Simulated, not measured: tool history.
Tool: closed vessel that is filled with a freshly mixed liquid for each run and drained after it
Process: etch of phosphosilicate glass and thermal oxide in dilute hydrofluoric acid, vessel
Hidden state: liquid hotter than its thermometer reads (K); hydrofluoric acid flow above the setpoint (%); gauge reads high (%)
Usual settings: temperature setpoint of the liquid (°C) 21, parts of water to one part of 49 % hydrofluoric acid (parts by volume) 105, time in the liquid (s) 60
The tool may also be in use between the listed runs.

| run | hour | temperature setpoint of the liquid (°C) | parts of water to one part of 49 % hydrofluoric acid (parts by volume) | time in the liquid (s) | wafers since the last listed run | hours since the thermometer was replaced | hours since the hydrofluoric acid flow meter was replaced | hours since the gauge calibration | read-back film thickness of the phosphosilicate glass reference wafer, read on the same gauge (nm) | read-back film thickness of the thermal oxide reference wafer, read on the same gauge (nm) | thickness taken off the phosphosilicate glass on a monitor wafer (Å) | thickness taken off the thermal oxide on a monitor wafer (Å) |
|---|---|---|---|---|---|---|---|---|---|---|---|---|
| 1 | 0 | 21 | 105 | 60 | 0 | 2085.3 | 71.7 | 1015.1 | 110.01 | 70.015 | 496.9 | 26.62 |
| 2 | 24.2 | 21 | 70 | 60 | 2704 | 2109.5 | 95.9 | 1039.3 | 109.99 | 70.002 | 789.4 | 42.21 |
| 3 | 51.6 | 21 | 105 | 60 | 3062 | 2136.9 | 123.3 | 1066.7 | 110 | 70.031 | 504.6 | 26.59 |
| 4 | 80.4 | 19 | 105 | 60 | 3218 | 2165.7 | 152.1 | 1095.5 | 110.03 | 70.005 | 468.2 | 24.51 |
| 5 | 114.8 | 23 | 105 | 75 | 3844 | 2200.1 | 186.5 | 1129.9 | 110.01 | 70.037 | 678.4 | 36.08 |
| 6 | 150.7 | 24.5 | 105 | 60 | 4012 | 2236 | 222.4 | 1165.8 | 110.05 | 69.998 | 575.5 | 30.7 |
|  | 174.9 | thermometer replaced |
| 7 | 178.1 | 21 | 105 | 60 | 2950 | 3.2 | 249.8 | 1193.2 | 110.03 | 69.956 | 461.7 | 24.65 |
|  | 182.1 | gauge calibrated |
| 8 | 213.1 | 19.5 | 120 | 50 | 3911 | 38.2 | 284.8 | 31 | 110.01 | 69.998 | 308 | 16.36 |
| 9 | 248.9 | 21 | 105 | 60 | 4000 | 74 | 320.6 | 66.8 | 110.01 | 70.016 | 461.3 | 24.17 |
| 10 | 270.6 | 18 | 105 | 60 | 2425 | 95.7 | 342.3 | 88.5 | 109.99 | 69.993 | 401.6 | 21.59 |
| 11 | 295.5 | 21 | 105 | 60 | 2782 | 120.6 | 367.2 | 113.4 | 109.98 | 69.971 | 451.6 | 24.35 |
| 12 | 328.9 | 21 | 65 | 60 | 3732 | 154 | 400.6 | 146.8 | 110.01 | 70.057 | 777.8 | 41.05 |
| 13 | 364.9 | 21 | 85 | 60 | 4023 | 190 | 436.6 | 182.8 | 109.99 | 69.985 | 592.9 | 30.8 |
| 14 | 377.6 | 17 | 105 | 60 | 1419 | 202.7 | 449.3 | 195.5 | 109.99 | 69.984 | 390.4 | 21.13 |
| 15 | 400 | 18 | 130 | 90 | 2503 | 225.1 | 471.7 | 217.9 | 110.05 | 69.981 | 493.1 | 26.07 |
| 16 | 428.5 | 17 | 150 | 45 | 3185 | 253.6 | 500.2 | 246.4 | 109.99 | 70.041 | 199.1 | 10.55 |
| 17 | 455.2 | 17.5 | 105 | 60 | 2983 | 280.3 | 526.9 | 273.1 | 109.96 | 69.999 | 409.3 | 21.34 |
| 18 | 471.4 | 17.5 | 60 | 75 | 1810 | 296.5 | 543.1 | 289.3 | 110.02 | 69.955 | 939.7 | 49.97 |
| 19 | 487.5 | 17.5 | 120 | 90 | 1799 | 312.6 | 559.2 | 305.4 | 109.95 | 70.041 | 526.5 | 27.24 |
| 20 | 517.9 | 21 | 105 | 60 | 3397 | 343 | 589.6 | 335.8 | 110.01 | 69.986 | 462.9 | 24.94 |
| 21 | 545.8 | 21 | 140 | 60 | 3117 | 370.9 | 617.5 | 363.7 | 110.03 | 70.029 | 341.8 | 18 |
| 22 | 560.7 | 19.5 | 150 | 80 | 1665 | 385.8 | 632.4 | 378.6 | 109.99 | 70.002 | 391 | 20.75 |
| 23 | 586.6 | 21 | 155 | 60 | 2894 | 411.7 | 658.3 | 404.5 | 110.01 | 70.019 | 301 | 16.58 |
| 24 | 616.9 | 19.5 | 70 | 80 | 3386 | 442 | 688.6 | 434.8 | 110.01 | 70.047 | 947.8 | 49.87 |
| 25 | 634.4 | 17 | 80 | 40 | 1955 | 459.5 | 706.1 | 452.3 | 110 | 69.999 | 365.8 | 19.05 |
| 26 | 652.4 | 21 | 130 | 60 | 2011 | 477.5 | 724.1 | 470.3 | 110.01 | 69.985 | 380.4 | 20.03 |

4 ways to go on from here, each from the tool as it stands after run 26. What would each give?
| A | 653.1 | 21 | 90 | 60 | 78 | 478.2 | 724.8 | 471 | ? | ? | ? | ? |
| B | 653.1 | 21 | 55 | 60 | 78 | 478.2 | 724.8 | 471 | ? | ? | ? | ? |
| C | 653.1 | 17 | 145 | 75 | 78 | 478.2 | 724.8 | 471 | ? | ? | ? | ? |
| D | 653.1 | 19.5 | 135 | 45 | 78 | 478.2 | 724.8 | 471 | ? | ? | ? | ? |

| run | read-back film thickness of the phosphosilicate glass reference wafer, read on the same gauge (nm) | read-back film thickness of the thermal oxide reference wafer, read on the same gauge (nm) | thickness taken off the phosphosilicate glass on a monitor wafer (Å) | thickness taken off the thermal oxide on a monitor wafer (Å) |
|---|---|---|---|---|
| A | 109.99 | 70.022 | 564.5 | 29.9 |
| B | 109.99 | 70.022 | 962.5 | 50.98 |
| C | 109.99 | 70.022 | 351.2 | 18.6 |
| D | 109.99 | 70.022 | 253 | 13.4 |
What these runs would have given with no unlogged condition in the tool:
| run | thickness taken off the phosphosilicate glass on a monitor wafer (Å) | thickness taken off the thermal oxide on a monitor wafer (Å) |
|---|---|---|
| A | 521.3 | 27.61 |
| B | 889.5 | 47.11 |
| C | 323.8 | 17.15 |
| D | 233.4 | 12.36 |

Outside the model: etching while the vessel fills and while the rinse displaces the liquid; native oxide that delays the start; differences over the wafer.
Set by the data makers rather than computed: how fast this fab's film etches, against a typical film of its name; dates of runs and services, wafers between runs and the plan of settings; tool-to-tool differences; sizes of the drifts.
